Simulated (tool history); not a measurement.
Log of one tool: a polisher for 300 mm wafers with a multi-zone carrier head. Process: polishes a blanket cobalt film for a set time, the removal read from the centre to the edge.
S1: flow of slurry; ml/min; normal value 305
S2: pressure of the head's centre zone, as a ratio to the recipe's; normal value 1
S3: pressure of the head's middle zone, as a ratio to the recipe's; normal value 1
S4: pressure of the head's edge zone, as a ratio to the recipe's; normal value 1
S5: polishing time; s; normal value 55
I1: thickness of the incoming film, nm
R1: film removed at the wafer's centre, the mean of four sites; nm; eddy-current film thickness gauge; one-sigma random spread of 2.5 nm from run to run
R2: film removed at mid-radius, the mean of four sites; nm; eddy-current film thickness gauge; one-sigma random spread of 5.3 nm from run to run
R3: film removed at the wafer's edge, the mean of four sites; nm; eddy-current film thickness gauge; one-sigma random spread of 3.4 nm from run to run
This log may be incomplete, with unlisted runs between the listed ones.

run   hour   S1    S2    S3    S4  S5      I1     R1     R2     R3
  1      0  305  1.04     1     1  55  1040.6  382.8  362.8  366.6
  2     31  305  1.04     1     1  55  1052.9  382.9  355.6  359.7
  3   66.5  305     1     1     1  49  1045.5  324.1    317    324
      78.8  -- edge zone pressure recalibrated
  4  101.9  305     1     1     1  49  1046.1  325.9  330.5  319.2
     108.7  -- worn pad replaced by a new one
  5  200.8  305     1     1     1  55  1031.4  367.2  358.7  358.6
     268.8  -- worn pad replaced by a new one
  6  303.3  305     1     1     1  55  1038.8  362.4  354.7  361.8
  7  340.6  305     1     1     1  55  1041.2  363.9  366.1  360.9
     358.6  -- slurry nozzle cleaned
     361.8  -- carrier head's membrane replaced by a new one
  8  384.4  305     1     1     1  55  1029.3  382.2  373.5  372.6
  9  427.3  305     1     1     1  55  1048.9  374.6  375.8    364
     434.8  -- worn pad replaced by a new one
     459.9  -- centre zone pressure recalibrated
 10  460.4  305     1     1     1  55  1037.3  372.5  376.2  372.2
 11  505.5  305  1.11     1     1  55  1031.5  416.7  369.9  373.6
     541.9  -- edge zone pressure recalibrated
 12  546.8  305     1     1     1  55    1042  371.1  374.3  365.7
 13  578.6  305   1.1     1   0.9  55  1041.6    407  373.1  350.8
     605.3  -- worn pad replaced by a new one
 14  643.3  230     1  1.09     1  55  1047.5  357.3    372  361.4
 15  710.3  305     1  0.92  1.07  55  1045.9  367.1  346.1  376.7
     760.8  -- worn pad replaced by a new one
 16  775.5  305     1  1.05  0.92  40  1050.2  267.4  272.1  255.4
 17  815.9  305     1     1     1  55  1052.3  367.8  362.6  362.3
 18  856.3  385     1     1  1.12  37  1037.7  252.7  249.5  257.2

Forecast each of these 3 alternatives for the next run:
  A  856.7  305  0.91    1   1  55  1042.8   ?   ?   ?
  B  856.7  305     1  1.1   1  55  1042.8   ?   ?   ?
  C  856.7  225  0.97    1   1  63  1042.8   ?   ?   ?

run     R1     R2     R3
  A  333.6  363.2  357.6
  B    367  384.7  357.2
  C  393.6  403.1  400.3
What these runs would have given with no unlogged condition in the tool:
run     R1     R2     R3
  A  346.7  376.1  367.2
  B  381.5  398.4  366.8
  C    413  420.9  413.3
